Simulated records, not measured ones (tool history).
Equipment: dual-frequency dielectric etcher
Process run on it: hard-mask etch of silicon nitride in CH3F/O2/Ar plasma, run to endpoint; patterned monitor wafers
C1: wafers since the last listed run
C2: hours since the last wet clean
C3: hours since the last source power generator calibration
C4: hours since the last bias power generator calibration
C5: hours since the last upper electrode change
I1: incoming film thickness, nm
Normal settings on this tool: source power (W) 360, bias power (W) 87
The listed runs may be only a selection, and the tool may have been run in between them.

{"run": 1, "day": 0.0, "source power (W)": 360, "bias power (W)": 98, "C1": 0, "C2": 710.9, "C3": 1151.5, "C4": 3031.2, "C5": 5841.7, "I1": 47.03, "endpoint time (s)": 63.3}
{"day": 2.121, "done": "wet clean of the chamber"}
{"run": 2, "day": 2.262, "source power (W)": 360, "bias power (W)": 98, "C1": 263, "C2": 3.4, "C3": 1205.8, "C4": 3085.5, "C5": 5896.0, "I1": 47.16, "endpoint time (s)": 65.6}
{"run": 3, "day": 5.617, "source power (W)": 360, "bias power (W)": 98, "C1": 700, "C2": 83.9, "C3": 1286.3, "C4": 3166.0, "C5": 5976.5, "I1": 46.81, "endpoint time (s)": 64.7}
{"run": 4, "day": 8.633, "source power (W)": 360, "bias power (W)": 87, "C1": 629, "C2": 156.3, "C3": 1358.7, "C4": 3238.4, "C5": 6048.9, "I1": 47.36, "endpoint time (s)": 68.1}
{"run": 5, "day": 10.808, "source power (W)": 360, "bias power (W)": 87, "C1": 454, "C2": 208.5, "C3": 1410.9, "C4": 3290.6, "C5": 6101.1, "I1": 47.29, "endpoint time (s)": 67.7}
{"run": 6, "day": 14.967, "source power (W)": 360, "bias power (W)": 87, "C1": 868, "C2": 308.3, "C3": 1510.7, "C4": 3390.4, "C5": 6200.9, "I1": 47.55, "endpoint time (s)": 68.0}
{"run": 7, "day": 18.175, "source power (W)": 360, "bias power (W)": 87, "C1": 670, "C2": 385.3, "C3": 1587.7, "C4": 3467.4, "C5": 6277.9, "I1": 47.39, "endpoint time (s)": 67.5}
{"day": 20.517, "done": "upper electrode replaced"}
{"run": 8, "day": 20.538, "source power (W)": 360, "bias power (W)": 87, "C1": 284, "C2": 442.0, "C3": 1644.4, "C4": 3524.1, "C5": 0.5, "I1": 47.23, "endpoint time (s)": 67.1}
{"run": 9, "day": 24.65, "source power (W)": 360, "bias power (W)": 87, "C1": 858, "C2": 540.7, "C3": 1743.1, "C4": 3622.8, "C5": 99.2, "I1": 47.36, "endpoint time (s)": 67.1}
{"run": 10, "day": 28.038, "source power (W)": 360, "bias power (W)": 87, "C1": 707, "C2": 622.0, "C3": 1824.4, "C4": 3704.1, "C5": 180.5, "I1": 47.08, "endpoint time (s)": 65.9}
{"day": 32.721, "done": "wet clean of the chamber"}
{"run": 11, "day": 32.742, "source power (W)": 360, "bias power (W)": 80, "C1": 773, "C2": 0.5, "C3": 1937.3, "C4": 3817.0, "C5": 293.4, "I1": 46.58, "endpoint time (s)": 68.6}
{"run": 12, "day": 34.842, "source power (W)": 340, "bias power (W)": 80, "C1": 438, "C2": 50.9, "C3": 1987.7, "C4": 3867.4, "C5": 343.8, "I1": 46.88, "endpoint time (s)": 70.0}
{"run": 13, "day": 37.071, "source power (W)": 360, "bias power (W)": 74, "C1": 465, "C2": 104.4, "C3": 2041.2, "C4": 3920.9, "C5": 397.3, "I1": 46.7, "endpoint time (s)": 70.3}
{"run": 14, "day": 40.95, "source power (W)": 360, "bias power (W)": 87, "C1": 810, "C2": 197.5, "C3": 2134.3, "C4": 4014.0, "C5": 490.4, "I1": 47.45, "endpoint time (s)": 67.5}
{"run": 15, "day": 43.221, "source power (W)": 430, "bias power (W)": 73, "C1": 474, "C2": 252.0, "C3": 2188.8, "C4": 4068.5, "C5": 544.9, "I1": 47.05, "endpoint time (s)": 67.1}
{"day": 44.75, "done": "bias power generator calibrated"}
{"run": 16, "day": 46.988, "source power (W)": 360, "bias power (W)": 87, "C1": 751, "C2": 342.4, "C3": 2279.2, "C4": 53.7, "C5": 635.3, "I1": 46.94, "endpoint time (s)": 66.6}
{"day": 47.35, "done": "source power generator calibrated"}
{"run": 17, "day": 50.046, "source power (W)": 360, "bias power (W)": 87, "C1": 603, "C2": 415.8, "C3": 64.7, "C4": 127.1, "C5": 708.7, "I1": 46.55, "endpoint time (s)": 67.1}
{"run": 18, "day": 51.842, "source power (W)": 440, "bias power (W)": 80, "C1": 375, "C2": 458.9, "C3": 107.8, "C4": 170.2, "C5": 751.8, "I1": 47.09, "endpoint time (s)": 65.6}
{"run": 19, "day": 53.467, "source power (W)": 360, "bias power (W)": 97, "C1": 339, "C2": 497.9, "C3": 146.8, "C4": 209.2, "C5": 790.8, "I1": 47.37, "endpoint time (s)": 65.3}
{"run": 20, "day": 55.421, "source power (W)": 290, "bias power (W)": 87, "C1": 408, "C2": 544.8, "C3": 193.7, "C4": 256.1, "C5": 837.7, "I1": 47.06, "endpoint time (s)": 71.2}
{"run": 21, "day": 58.996, "source power (W)": 420, "bias power (W)": 75, "C1": 746, "C2": 630.6, "C3": 279.5, "C4": 341.9, "C5": 923.5, "I1": 47.16, "endpoint time (s)": 66.8}
{"run": 22, "day": 61.442, "source power (W)": 330, "bias power (W)": 93, "C1": 510, "C2": 689.3, "C3": 338.2, "C4": 400.6, "C5": 982.2, "I1": 46.73, "endpoint time (s)": 66.1}
{"day": 64.071, "done": "wet clean of the chamber"}
{"run": 23, "day": 65.15, "source power (W)": 420, "bias power (W)": 98, "C1": 565, "C2": 25.9, "C3": 427.2, "C4": 489.6, "C5": 1071.2, "I1": 47.25, "endpoint time (s)": 62.9}
{"run": 24, "day": 68.442, "source power (W)": 340, "bias power (W)": 72, "C1": 687, "C2": 104.9, "C3": 506.2, "C4": 568.6, "C5": 1150.2, "I1": 46.99, "endpoint time (s)": 73.8}
{"run": 25, "day": 72.754, "source power (W)": 430, "bias power (W)": 80, "C1": 900, "C2": 208.4, "C3": 609.7, "C4": 672.1, "C5": 1253.7, "I1": 47.55, "endpoint time (s)": 67.1}
{"run": 26, "day": 76.258, "source power (W)": 310, "bias power (W)": 87, "C1": 731, "C2": 292.5, "C3": 693.8, "C4": 756.2, "C5": 1337.8, "I1": 46.98, "endpoint time (s)": 70.2}
{"run": 27, "day": 79.133, "source power (W)": 300, "bias power (W)": 87, "C1": 600, "C2": 361.5, "C3": 762.8, "C4": 825.2, "C5": 1406.8, "I1": 47.38, "endpoint time (s)": 71.6}
{"run": 28, "day": 82.704, "source power (W)": 360, "bias power (W)": 68, "C1": 745, "C2": 447.2, "C3": 848.5, "C4": 910.9, "C5": 1492.5, "I1": 46.96, "endpoint time (s)": 72.1}
{"run": 29, "day": 86.692, "source power (W)": 360, "bias power (W)": 87, "C1": 832, "C2": 542.9, "C3": 944.2, "C4": 1006.6, "C5": 1588.2, "I1": 47.44, "endpoint time (s)": 67.3}
{"run": 30, "day": 90.062, "source power (W)": 440, "bias power (W)": 101, "C1": 703, "C2": 623.8, "C3": 1025.1, "C4": 1087.5, "C5": 1669.1, "I1": 46.95, "endpoint time (s)": 59.6}
{"day": 91.383, "done": "wet clean of the chamber"}
{"run": 31, "day": 99.779, "source power (W)": 290, "bias power (W)": 72, "C1": 1820, "C2": 201.5, "C3": 1258.3, "C4": 1320.7, "C5": 1902.3, "I1": 47.14, "endpoint time (s)": 76.0}
{"run": 32, "day": 103.817, "source power (W)": 310, "bias power (W)": 95, "C1": 843, "C2": 298.4, "C3": 1355.2, "C4": 1417.6, "C5": 1999.2, "I1": 47.14, "endpoint time (s)": 68.1}

Expected results for the next run?
{"run": 33, "day": 107.917, "source power (W)": 360, "bias power (W)": 99, "C1": 856, "C2": 396.8, "C3": 1453.6, "C4": 1516.0, "C5": 2097.6, "I1": 47.3, "endpoint time (s)": "?"}

endpoint time (s): 64.6
Minus the tool's unlogged condition, the same run would have read endpoint time (s) 66.3.
